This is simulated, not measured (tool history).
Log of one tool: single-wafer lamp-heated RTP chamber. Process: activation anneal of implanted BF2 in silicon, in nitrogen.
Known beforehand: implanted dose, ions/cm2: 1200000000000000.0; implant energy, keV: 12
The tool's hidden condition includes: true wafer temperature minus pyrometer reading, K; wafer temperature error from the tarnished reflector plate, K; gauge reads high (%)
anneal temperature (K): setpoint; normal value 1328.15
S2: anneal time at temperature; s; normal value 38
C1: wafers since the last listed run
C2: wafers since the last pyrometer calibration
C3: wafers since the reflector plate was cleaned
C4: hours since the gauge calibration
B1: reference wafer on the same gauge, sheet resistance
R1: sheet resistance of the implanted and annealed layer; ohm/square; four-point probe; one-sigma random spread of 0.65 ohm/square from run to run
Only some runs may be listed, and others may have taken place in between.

Run 1, hour 0: usual settings; C1 0; C2 4908; C3 7589; C4 303.9; B1 146.04. Result: R1 134.18 ohm/square.
Run 2, hour 21.2: usual settings; C1 361; C2 5270; C3 7950; C4 325.1; B1 146.06. Result: R1 133.1 ohm/square.
Run 3, hour 33.3: usual settings; C1 206; C2 5477; C3 8157; C4 337.2; B1 146.03. Result: R1 134.23 ohm/square.
Run 4, hour 53.2: usual settings; C1 339; C2 5816; C3 8496; C4 357.1; B1 146.07. Result: R1 132.65 ohm/square.
At hour 73.7: pyrometer window cleaned and pyrometer calibrated.
Run 5, hour 82.6: usual settings; C1 365; C2 151; C3 8862; C4 386.5; B1 145.88. Result: R1 132.93 ohm/square.
At hour 125.9: gauge calibrated.
At hour 146.7: reflector plate cleaned.
Run 6, hour 154: usual settings; C1 1081; C2 1233; C3 125; C4 28.1; B1 146.07. Result: R1 126.45 ohm/square.
Run 7, hour 182.5: usual settings; C1 486; C2 1719; C3 611; C4 56.6; B1 146.1. Result: R1 127.11 ohm/square.
Run 8, hour 205.3: usual settings but anneal temperature (K) 1347.15; C1 389; C2 2108; C3 1000; C4 79.4; B1 145.92. Result: R1 110.83 ohm/square.
Run 9, hour 234.3: usual settings but anneal temperature (K) 1347.15; C1 494; C2 2603; C3 1495; C4 108.4; B1 146.02. Result: R1 110.37 ohm/square.
Run 10, hour 252.2: usual settings but anneal temperature (K) 1336.15, S2 49 s; C1 305; C2 2908; C3 1800; C4 126.3; B1 146.02. Result: R1 114.22 ohm/square.
Run 11, hour 264.3: usual settings but anneal temperature (K) 1336.15, S2 49 s; C1 206; C2 3115; C3 2007; C4 138.4; B1 145.98. Result: R1 113.85 ohm/square.
Run 12, hour 283: usual settings but anneal temperature (K) 1311.15, S2 48 s; C1 319; C2 3434; C3 2326; C4 157.1; B1 145.94. Result: R1 136.35 ohm/square.
At hour 296.7: reflector plate cleaned, repeated, since the last time left the tool worse.
Run 13, hour 297.2: usual settings; C1 105; C2 3540; C3 8; C4 171.3; B1 146.08. Result: R1 137.16 ohm/square.
Run 14, hour 323.8: usual settings; C1 453; C2 3994; C3 462; C4 197.9; B1 146.01. Result: R1 137.45 ohm/square.
Run 15, hour 399.5: usual settings but anneal temperature (K) 1348.15; C1 1291; C2 5285; C3 1754; C4 273.6; B1 145.86. Result: R1 116.11 ohm/square.
At hour 420.4: pyrometer window cleaned and pyrometer calibrated.
Run 16, hour 427.6: usual settings; C1 342; C2 123; C3 2097; C4 301.7; B1 145.89. Result: R1 136.13 ohm/square.
Run 17, hour 451.3: usual settings but anneal temperature (K) 1337.15, S2 26 s; C1 404; C2 527; C3 2501; C4 325.4; B1 146.03. Result: R1 135.69 ohm/square.
Run 18, hour 486.7: usual settings but anneal temperature (K) 1347.15; C1 604; C2 1131; C3 3105; C4 360.8; B1 145.95. Result: R1 116.03 ohm/square.
Run 19, hour 505.9: usual settings but anneal temperature (K) 1303.15, S2 32 s; C1 327; C2 1459; C3 3433; C4 380; B1 145.96. Result: R1 158.85 ohm/square.
Run 20, hour 524.8: usual settings; C1 322; C2 1781; C3 3756; C4 398.9; B1 146.07. Result: R1 135.72 ohm/square.
At hour 535.2: gauge calibrated.
Run 21, hour 558.3: usual settings but anneal temperature (K) 1349.15, S2 53 s; C1 571; C2 2353; C3 4327; C4 23.1; B1 146.09. Result: R1 108.76 ohm/square.
Run 22, hour 593.1: usual settings but anneal temperature (K) 1311.15, S2 59 s; C1 593; C2 2946; C3 4921; C4 57.9; B1 145.99. Result: R1 135.51 ohm/square.
Run 23, hour 628.5: usual settings; C1 604; C2 3551; C3 5525; C4 93.3; B1 145.72. Result: R1 135.77 ohm/square.
Run 24, hour 657.5: usual settings but anneal temperature (K) 1345.15, S2 31 s; C1 494; C2 4045; C3 6020; C4 122.3; B1 146.1. Result: R1 123.59 ohm/square.
Run 25, hour 682.3: usual settings but S2 31 s; C1 423; C2 4469; C3 6443; C4 147.1; B1 146.07. Result: R1 140.44 ohm/square.
Run 26, hour 716.3: usual settings but anneal temperature (K) 1354.15; C1 580; C2 5049; C3 7023; C4 181.1; B1 145.95. Result: R1 109.46 ohm/square.
Run 27, hour 741.5: usual settings; C1 429; C2 5479; C3 7453; C4 206.3; B1 146. Result: R1 133.72 ohm/square.
Run 28, hour 754.6: usual settings but anneal temperature (K) 1340.15, S2 48 s; C1 223; C2 5702; C3 7677; C4 219.4; B1 146.1. Result: R1 116.77 ohm/square.
At hour 779.5: reflector plate cleaned.
Run 29, hour 780: usual settings but anneal temperature (K) 1312.15, S2 50 s; C1 296; C2 5999; C3 8; C4 244.8; B1 145.85. Result: R1 141.47 ohm/square.
Run 30, hour 793.3: usual settings but anneal temperature (K) 1308.15, S2 27 s; C1 226; C2 6226; C3 235; C4 258.1; B1 145.93. Result: R1 161.62 ohm/square.

3 options for the next run, each taken on its own from the tool as it stands now. Forecast them:
Run A, hour 793.7: usual settings; C1 6; C2 6233; C3 242; C4 258.5; B1 ?. Result: R1 ?.
Run B, hour 793.7: usual settings but anneal temperature (K) 1336.15, S2 26 s; C1 6; C2 6233; C3 242; C4 258.5; B1 ?. Result: R1 ?.
Run C, hour 793.7: usual settings but anneal temperature (K) 1314.15, S2 24 s; C1 6; C2 6233; C3 242; C4 258.5; B1 ?. Result: R1 ?.

run      B1      R1
  A  146.07   137.1
  B  146.07  137.64
  C  146.07   160.3
With the hidden condition removed and each run's random variation left untouched, the same runs would have given:
run      R1
  A  137.39
  B  137.95
  C  160.55
